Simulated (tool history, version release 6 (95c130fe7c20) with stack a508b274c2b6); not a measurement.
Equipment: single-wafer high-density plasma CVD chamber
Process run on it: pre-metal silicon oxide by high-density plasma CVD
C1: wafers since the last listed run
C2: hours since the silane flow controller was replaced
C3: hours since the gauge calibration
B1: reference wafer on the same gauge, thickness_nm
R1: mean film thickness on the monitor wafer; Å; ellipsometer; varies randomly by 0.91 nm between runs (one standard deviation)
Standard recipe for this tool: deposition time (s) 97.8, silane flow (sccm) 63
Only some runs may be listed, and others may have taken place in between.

{"run": 1, "hour": 0.0, "deposition time (s)": 103.8, "silane flow (sccm)": 63, "C1": 0, "C2": 5266.4, "C3": 145.5, "B1": 721.071, "R1": 6123.14}
{"run": 2, "hour": 14.6, "deposition time (s)": 103.8, "silane flow (sccm)": 63, "C1": 159, "C2": 5281.0, "C3": 160.1, "B1": 720.458, "R1": 6122.04}
{"run": 3, "hour": 27.2, "deposition time (s)": 103.8, "silane flow (sccm)": 63, "C1": 137, "C2": 5293.6, "C3": 172.7, "B1": 720.614, "R1": 6120.05}
{"run": 4, "hour": 34.5, "deposition time (s)": 97.8, "silane flow (sccm)": 56, "C1": 79, "C2": 5300.9, "C3": 180.0, "B1": 720.793, "R1": 5119.2}
{"run": 5, "hour": 47.3, "deposition time (s)": 109.6, "silane flow (sccm)": 63, "C1": 139, "C2": 5313.7, "C3": 192.8, "B1": 720.902, "R1": 6472.89}
{"run": 6, "hour": 61.0, "deposition time (s)": 109.6, "silane flow (sccm)": 63, "C1": 149, "C2": 5327.4, "C3": 206.5, "B1": 720.981, "R1": 6457.45}
{"run": 7, "hour": 79.1, "deposition time (s)": 109.6, "silane flow (sccm)": 63, "C1": 197, "C2": 5345.5, "C3": 224.6, "B1": 721.293, "R1": 6467.35}
{"run": 8, "hour": 91.7, "deposition time (s)": 97.8, "silane flow (sccm)": 63, "C1": 137, "C2": 5358.1, "C3": 237.2, "B1": 720.624, "R1": 5758.25}
{"run": 9, "hour": 107.7, "deposition time (s)": 97.8, "silane flow (sccm)": 63, "C1": 174, "C2": 5374.1, "C3": 253.2, "B1": 721.218, "R1": 5776.62}
{"run": 10, "hour": 124.6, "deposition time (s)": 97.8, "silane flow (sccm)": 63, "C1": 184, "C2": 5391.0, "C3": 270.1, "B1": 720.68, "R1": 5774.06}
{"run": 11, "hour": 133.0, "deposition time (s)": 97.8, "silane flow (sccm)": 63, "C1": 91, "C2": 5399.4, "C3": 278.5, "B1": 720.564, "R1": 5756.77}
{"run": 12, "hour": 139.7, "deposition time (s)": 97.8, "silane flow (sccm)": 63, "C1": 72, "C2": 5406.1, "C3": 285.2, "B1": 721.199, "R1": 5775.02}
{"run": 13, "hour": 155.0, "deposition time (s)": 104.3, "silane flow (sccm)": 63, "C1": 166, "C2": 5421.4, "C3": 300.5, "B1": 720.915, "R1": 6148.79}
{"run": 14, "hour": 169.2, "deposition time (s)": 97.8, "silane flow (sccm)": 63, "C1": 154, "C2": 5435.6, "C3": 314.7, "B1": 720.811, "R1": 5768.98}
{"run": 15, "hour": 179.8, "deposition time (s)": 97.8, "silane flow (sccm)": 63, "C1": 115, "C2": 5446.2, "C3": 325.3, "B1": 721.269, "R1": 5751.59}
{"run": 16, "hour": 186.2, "deposition time (s)": 84.4, "silane flow (sccm)": 63, "C1": 69, "C2": 5452.6, "C3": 331.7, "B1": 721.121, "R1": 4982.41}
{"hour": 202.3, "done": "silane flow controller replaced"}
{"run": 17, "hour": 202.8, "deposition time (s)": 116.0, "silane flow (sccm)": 75, "C1": 93, "C2": 0.5, "C3": 348.3, "B1": 721.02, "R1": 8619.23}
{"run": 18, "hour": 208.2, "deposition time (s)": 109.6, "silane flow (sccm)": 59, "C1": 58, "C2": 5.9, "C3": 353.7, "B1": 720.766, "R1": 6383.14}
{"run": 19, "hour": 219.7, "deposition time (s)": 97.8, "silane flow (sccm)": 63, "C1": 125, "C2": 17.4, "C3": 365.2, "B1": 720.865, "R1": 6095.79}
{"hour": 265.4, "done": "gauge calibrated"}
{"run": 20, "hour": 268.4, "deposition time (s)": 97.8, "silane flow (sccm)": 63, "C1": 530, "C2": 66.1, "C3": 3.0, "B1": 721.405, "R1": 6082.63}
{"run": 21, "hour": 277.4, "deposition time (s)": 97.8, "silane flow (sccm)": 63, "C1": 98, "C2": 75.1, "C3": 12.0, "B1": 720.894, "R1": 6077.41}
{"run": 22, "hour": 292.8, "deposition time (s)": 83.6, "silane flow (sccm)": 55, "C1": 167, "C2": 90.5, "C3": 27.4, "B1": 721.602, "R1": 4527.41}
{"run": 23, "hour": 300.6, "deposition time (s)": 104.7, "silane flow (sccm)": 74, "C1": 84, "C2": 98.3, "C3": 35.2, "B1": 720.881, "R1": 7630.73}
{"run": 24, "hour": 316.2, "deposition time (s)": 116.8, "silane flow (sccm)": 54, "C1": 169, "C2": 113.9, "C3": 50.8, "B1": 720.897, "R1": 6212.99}
{"run": 25, "hour": 322.7, "deposition time (s)": 110.4, "silane flow (sccm)": 67, "C1": 70, "C2": 120.4, "C3": 57.3, "B1": 721.055, "R1": 7285.8}
{"run": 26, "hour": 331.2, "deposition time (s)": 84.8, "silane flow (sccm)": 63, "C1": 92, "C2": 128.9, "C3": 65.8, "B1": 720.803, "R1": 5252.54}
{"run": 27, "hour": 342.1, "deposition time (s)": 80.5, "silane flow (sccm)": 74, "C1": 118, "C2": 139.8, "C3": 76.7, "B1": 721.248, "R1": 5853.67}
{"run": 28, "hour": 354.2, "deposition time (s)": 97.8, "silane flow (sccm)": 63, "C1": 131, "C2": 151.9, "C3": 88.8, "B1": 721.081, "R1": 6038.87}
{"run": 29, "hour": 368.1, "deposition time (s)": 97.8, "silane flow (sccm)": 69, "C1": 151, "C2": 165.8, "C3": 102.7, "B1": 721.412, "R1": 6628.48}
{"run": 30, "hour": 380.5, "deposition time (s)": 97.8, "silane flow (sccm)": 63, "C1": 135, "C2": 178.2, "C3": 115.1, "B1": 721.637, "R1": 6045.08}

4 ways to go on from here, each from the tool as it stands after run 30. What would each give?
{"run": "A", "hour": 380.9, "deposition time (s)": 97.8, "silane flow (sccm)": 73, "C1": 4, "C2": 178.6, "C3": 115.5, "B1": "?", "R1": "?"}
{"run": "B", "hour": 380.9, "deposition time (s)": 97.8, "silane flow (sccm)": 51, "C1": 4, "C2": 178.6, "C3": 115.5, "B1": "?", "R1": "?"}
{"run": "C", "hour": 380.9, "deposition time (s)": 88.4, "silane flow (sccm)": 53, "C1": 4, "C2": 178.6, "C3": 115.5, "B1": "?", "R1": "?"}
{"run": "D", "hour": 380.9, "deposition time (s)": 108.6, "silane flow (sccm)": 55, "C1": 4, "C2": 178.6, "C3": 115.5, "B1": "?", "R1": "?"}

run=A B1=721.091 R1=6996.53
run=B B1=721.091 R1=4887.98
run=C B1=721.091 R1=4591.44
run=D B1=721.091 R1=5853.47
With no hidden state in the tool, these same runs would have given:
run=A R1=7044.06
run=B R1=4921.19
run=C R1=4622.64
run=D R1=5893.24
